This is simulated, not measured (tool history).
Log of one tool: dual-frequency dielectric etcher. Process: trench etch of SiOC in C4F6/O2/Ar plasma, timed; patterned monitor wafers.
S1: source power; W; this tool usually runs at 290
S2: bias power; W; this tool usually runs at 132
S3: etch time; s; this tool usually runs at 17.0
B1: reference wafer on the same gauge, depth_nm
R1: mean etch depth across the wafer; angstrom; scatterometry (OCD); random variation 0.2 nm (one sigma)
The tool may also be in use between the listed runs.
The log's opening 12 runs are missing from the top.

{"run": 13, "hour": 290.4, "S1": 290, "S2": 132, "S3": 19.5, "B1": 30.52, "R1": 352.3}
{"hour": 360.7, "done": "upper electrode replaced"}
{"run": 14, "hour": 376.0, "S1": 290, "S2": 132, "S3": 17.0, "B1": 30.44, "R1": 301.3}
{"run": 15, "hour": 401.5, "S1": 260, "S2": 114, "S3": 21.5, "B1": 30.46, "R1": 350.6}
{"run": 16, "hour": 436.0, "S1": 290, "S2": 109, "S3": 13.0, "B1": 30.5, "R1": 222.0}
{"hour": 449.4, "done": "source power generator calibrated"}
{"run": 17, "hour": 450.7, "S1": 290, "S2": 157, "S3": 17.0, "B1": 30.49, "R1": 316.8}
{"hour": 484.2, "done": "wet clean of the chamber"}
{"run": 18, "hour": 484.7, "S1": 290, "S2": 132, "S3": 17.0, "B1": 30.51, "R1": 303.3}
{"run": 19, "hour": 485.1, "S1": 230, "S2": 106, "S3": 18.5, "B1": 30.49, "R1": 279.3}
{"run": 20, "hour": 496.4, "S1": 290, "S2": 132, "S3": 17.0, "B1": 30.44, "R1": 304.8}
{"run": 21, "hour": 525.9, "S1": 270, "S2": 132, "S3": 20.5, "B1": 30.49, "R1": 352.6}
{"run": 22, "hour": 560.3, "S1": 290, "S2": 141, "S3": 14.5, "B1": 30.54, "R1": 265.1}
{"run": 23, "hour": 607.1, "S1": 310, "S2": 149, "S3": 20.5, "B1": 30.58, "R1": 395.1}
{"run": 24, "hour": 625.5, "S1": 290, "S2": 132, "S3": 17.0, "B1": 30.55, "R1": 304.3}
{"run": 25, "hour": 650.4, "S1": 270, "S2": 147, "S3": 19.5, "B1": 30.47, "R1": 345.6}
{"run": 26, "hour": 671.1, "S1": 240, "S2": 143, "S3": 12.5, "B1": 30.5, "R1": 208.8}
{"run": 27, "hour": 689.9, "S1": 290, "S2": 132, "S3": 13.5, "B1": 30.46, "R1": 240.7}
{"run": 28, "hour": 719.7, "S1": 320, "S2": 113, "S3": 17.0, "B1": 30.49, "R1": 308.6}
{"run": 29, "hour": 740.4, "S1": 290, "S2": 132, "S3": 17.0, "B1": 30.49, "R1": 304.8}
{"run": 30, "hour": 758.7, "S1": 290, "S2": 132, "S3": 17.0, "B1": 30.54, "R1": 306.1}

Forecast each of these 4 alternatives for the next run:
{"run": "A", "hour": 759.1, "S1": 290, "S2": 132, "S3": 17.0, "B1": "?", "R1": "?"}
{"run": "B", "hour": 759.1, "S1": 290, "S2": 132, "S3": 20.5, "B1": "?", "R1": "?"}
{"run": "C", "hour": 759.1, "S1": 290, "S2": 132, "S3": 15.5, "B1": "?", "R1": "?"}
{"run": "D", "hour": 759.1, "S1": 330, "S2": 153, "S3": 15.5, "B1": "?", "R1": "?"}

run=A B1=30.47 R1=305.4
run=B B1=30.47 R1=368.3
run=C B1=30.47 R1=278.5
run=D B1=30.47 R1=308.8
Without the tool's unlogged condition, the same runs would have read:
run=A R1=305.4
run=B R1=368.3
run=C R1=278.5
run=D R1=308.8
